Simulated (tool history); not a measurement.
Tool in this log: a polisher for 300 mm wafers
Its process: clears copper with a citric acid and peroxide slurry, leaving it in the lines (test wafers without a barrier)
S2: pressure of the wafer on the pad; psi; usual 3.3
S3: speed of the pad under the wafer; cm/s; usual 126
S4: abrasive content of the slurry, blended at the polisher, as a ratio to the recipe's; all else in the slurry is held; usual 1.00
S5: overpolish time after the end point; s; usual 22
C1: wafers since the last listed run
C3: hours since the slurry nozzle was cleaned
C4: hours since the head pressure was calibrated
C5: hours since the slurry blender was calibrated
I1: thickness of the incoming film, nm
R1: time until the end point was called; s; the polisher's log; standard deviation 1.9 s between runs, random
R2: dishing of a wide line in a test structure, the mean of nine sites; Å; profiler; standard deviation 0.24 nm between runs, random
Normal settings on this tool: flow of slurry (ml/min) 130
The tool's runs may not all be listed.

run 1 hour=0.0 | flow_of_slurry_(ml/min)=130 S2=3.3 S3=126 S4=1.00 S5=22 | C1=0 wafers_polished_on_this_pad=250 C3=24.2 C4=1105.4 C5=369.5 | I1=336.4 | R1=110.4 R2=177
run 2 hour=11.9 | flow_of_slurry_(ml/min)=130 S2=3.3 S3=126 S4=1.00 S5=22 | C1=82 wafers_polished_on_this_pad=333 C3=36.1 C4=1117.3 C5=381.4 | I1=332.3 | R1=106.1 R2=179
run 3 hour=37.6 | flow_of_slurry_(ml/min)=130 S2=3.3 S3=126 S4=1.00 S5=22 | C1=178 wafers_polished_on_this_pad=512 C3=61.8 C4=1143.0 C5=407.1 | I1=333.4 | R1=106.9 R2=179
-- hour=45.6 worn pad replaced by a new one
run 4 hour=50.8 | flow_of_slurry_(ml/min)=130 S2=3.3 S3=126 S4=0.90 S5=22 | C1=63 wafers_polished_on_this_pad=36 C3=75.0 C4=1156.2 C5=420.3 | I1=330.0 | R1=114.0 R2=178
-- hour=60.6 head pressure recalibrated
run 5 hour=68.5 | flow_of_slurry_(ml/min)=130 S2=3.3 S3=126 S4=0.90 S5=22 | C1=109 wafers_polished_on_this_pad=145 C3=92.7 C4=7.9 C5=438.0 | I1=337.0 | R1=114.1 R2=176
run 6 hour=79.9 | flow_of_slurry_(ml/min)=130 S2=3.3 S3=126 S4=1.00 S5=27 | C1=79 wafers_polished_on_this_pad=224 C3=104.1 C4=19.3 C5=449.4 | I1=334.6 | R1=112.7 R2=183
run 7 hour=98.4 | flow_of_slurry_(ml/min)=130 S2=3.3 S3=126 S4=1.00 S5=27 | C1=128 wafers_polished_on_this_pad=353 C3=122.6 C4=37.8 C5=467.9 | I1=336.8 | R1=112.8 R2=184
run 8 hour=111.0 | flow_of_slurry_(ml/min)=130 S2=3.3 S3=104 S4=1.00 S5=22 | C1=87 wafers_polished_on_this_pad=440 C3=135.2 C4=50.4 C5=480.5 | I1=339.8 | R1=129.7 R2=173
run 9 hour=117.9 | flow_of_slurry_(ml/min)=130 S2=3.3 S3=104 S4=1.00 S5=22 | C1=47 wafers_polished_on_this_pad=488 C3=142.1 C4=57.3 C5=487.4 | I1=335.9 | R1=133.4 R2=173
run 10 hour=134.4 | flow_of_slurry_(ml/min)=130 S2=3.3 S3=126 S4=1.20 S5=22 | C1=114 wafers_polished_on_this_pad=603 C3=158.6 C4=73.8 C5=503.9 | I1=328.9 | R1=101.7 R2=180
-- hour=147.3 slurry blender recalibrated
run 11 hour=148.8 | flow_of_slurry_(ml/min)=130 S2=4.4 S3=126 S4=1.00 S5=12 | C1=86 wafers_polished_on_this_pad=689 C3=173.0 C4=88.2 C5=1.5 | I1=339.4 | R1=84.0 R2=165
-- hour=153.3 worn pad replaced by a new one
run 12 hour=165.4 | flow_of_slurry_(ml/min)=130 S2=3.3 S3=126 S4=0.70 S5=30 | C1=87 wafers_polished_on_this_pad=84 C3=189.6 C4=104.8 C5=18.1 | I1=327.2 | R1=120.5 R2=183
run 13 hour=176.6 | flow_of_slurry_(ml/min)=130 S2=3.3 S3=126 S4=1.00 S5=22 | C1=77 wafers_polished_on_this_pad=162 C3=200.8 C4=116.0 C5=29.3 | I1=337.0 | R1=110.1 R2=177
run 14 hour=183.9 | flow_of_slurry_(ml/min)=150 S2=3.3 S3=144 S4=1.00 S5=17 | C1=50 wafers_polished_on_this_pad=212 C3=208.1 C4=123.3 C5=36.6 | I1=341.0 | R1=96.8 R2=175
run 15 hour=191.6 | flow_of_slurry_(ml/min)=155 S2=3.3 S3=126 S4=1.00 S5=11 | C1=53 wafers_polished_on_this_pad=266 C3=215.8 C4=131.0 C5=44.3 | I1=333.5 | R1=107.2 R2=146
-- hour=204.6 slurry nozzle cleaned
run 16 hour=206.9 | flow_of_slurry_(ml/min)=130 S2=3.3 S3=126 S4=1.00 S5=22 | C1=99 wafers_polished_on_this_pad=365 C3=2.3 C4=146.3 C5=59.6 | I1=337.5 | R1=112.4 R2=175
run 17 hour=220.1 | flow_of_slurry_(ml/min)=130 S2=3.3 S3=126 S4=1.30 S5=29 | C1=91 wafers_polished_on_this_pad=457 C3=15.5 C4=159.5 C5=72.8 | I1=329.8 | R1=101.5 R2=183
run 18 hour=235.9 | flow_of_slurry_(ml/min)=130 S2=3.3 S3=126 S4=1.00 S5=22 | C1=109 wafers_polished_on_this_pad=567 C3=31.3 C4=175.3 C5=88.6 | I1=335.1 | R1=112.8 R2=176
run 19 hour=249.5 | flow_of_slurry_(ml/min)=130 S2=3.3 S3=138 S4=1.10 S5=13 | C1=94 wafers_polished_on_this_pad=662 C3=44.9 C4=188.9 C5=102.2 | I1=339.8 | R1=100.4 R2=158
-- hour=256.8 worn pad replaced by a new one
run 20 hour=263.3 | flow_of_slurry_(ml/min)=130 S2=3.3 S3=126 S4=1.25 S5=22 | C1=68 wafers_polished_on_this_pad=45 C3=58.7 C4=202.7 C5=116.0 | I1=340.4 | R1=104.7 R2=182
run 21 hour=280.8 | flow_of_slurry_(ml/min)=130 S2=3.3 S3=126 S4=1.00 S5=22 | C1=121 wafers_polished_on_this_pad=166 C3=76.2 C4=220.2 C5=133.5 | I1=335.1 | R1=111.3 R2=178
run 22 hour=290.6 | flow_of_slurry_(ml/min)=100 S2=3.3 S3=126 S4=1.00 S5=22 | C1=68 wafers_polished_on_this_pad=234 C3=86.0 C4=230.0 C5=143.3 | I1=335.9 | R1=117.8 R2=178
run 23 hour=301.3 | flow_of_slurry_(ml/min)=130 S2=3.3 S3=126 S4=0.70 S5=22 | C1=74 wafers_polished_on_this_pad=309 C3=96.7 C4=240.7 C5=154.0 | I1=340.0 | R1=125.2 R2=173
run 24 hour=319.0 | flow_of_slurry_(ml/min)=145 S2=3.3 S3=138 S4=1.10 S5=10 | C1=123 wafers_polished_on_this_pad=432 C3=114.4 C4=258.4 C5=171.7 | I1=335.6 | R1=98.4 R2=147
run 25 hour=328.9 | flow_of_slurry_(ml/min)=130 S2=2.2 S3=150 S4=1.15 S5=14 | C1=68 wafers_polished_on_this_pad=501 C3=124.3 C4=268.3 C5=181.6 | I1=333.6 | R1=132.0 R2=145
run 26 hour=336.5 | flow_of_slurry_(ml/min)=105 S2=3.9 S3=126 S4=1.00 S5=34 | C1=52 wafers_polished_on_this_pad=554 C3=131.9 C4=275.9 C5=189.2 | I1=330.0 | R1=95.5 R2=188
run 27 hour=346.5 | flow_of_slurry_(ml/min)=150 S2=3.3 S3=102 S4=1.00 S5=22 | C1=69 wafers_polished_on_this_pad=623 C3=141.9 C4=285.9 C5=199.2 | I1=333.2 | R1=132.5 R2=177
-- hour=354.2 worn pad replaced by a new one
run 28 hour=362.1 | flow_of_slurry_(ml/min)=130 S2=4.1 S3=144 S4=1.00 S5=22 | C1=80 wafers_polished_on_this_pad=54 C3=157.5 C4=301.5 C5=214.8 | I1=337.8 | R1=75.4 R2=183
run 29 hour=375.1 | flow_of_slurry_(ml/min)=130 S2=4.0 S3=168 S4=1.10 S5=22 | C1=90 wafers_polished_on_this_pad=145 C3=170.5 C4=314.5 C5=227.8 | I1=337.4 | R1=67.8 R2=188

Predict each of these 3 candidate next runs independently; none follows another, all start after run 29:
run A hour=375.6 | flow_of_slurry_(ml/min)=130 S2=3.3 S3=126 S4=1.00 S5=22 | C1=3 wafers_polished_on_this_pad=148 C3=171.0 C4=315.0 C5=228.3 | I1=334.0 | R1=? R2=?
run B hour=375.6 | flow_of_slurry_(ml/min)=130 S2=3.3 S3=126 S4=1.15 S5=22 | C1=3 wafers_polished_on_this_pad=148 C3=171.0 C4=315.0 C5=228.3 | I1=334.0 | R1=? R2=?
run C hour=375.6 | flow_of_slurry_(ml/min)=130 S2=3.7 S3=126 S4=0.70 S5=22 | C1=3 wafers_polished_on_this_pad=148 C3=171.0 C4=315.0 C5=228.3 | I1=334.0 | R1=? R2=?

run=A R1=109.7 R2=177
run=B R1=105.8 R2=178
run=C R1=107.7 R2=178
Without the tool's hidden state the same runs would have given:
run=A R1=109.7 R2=177
run=B R1=105.8 R2=178
run=C R1=107.7 R2=178
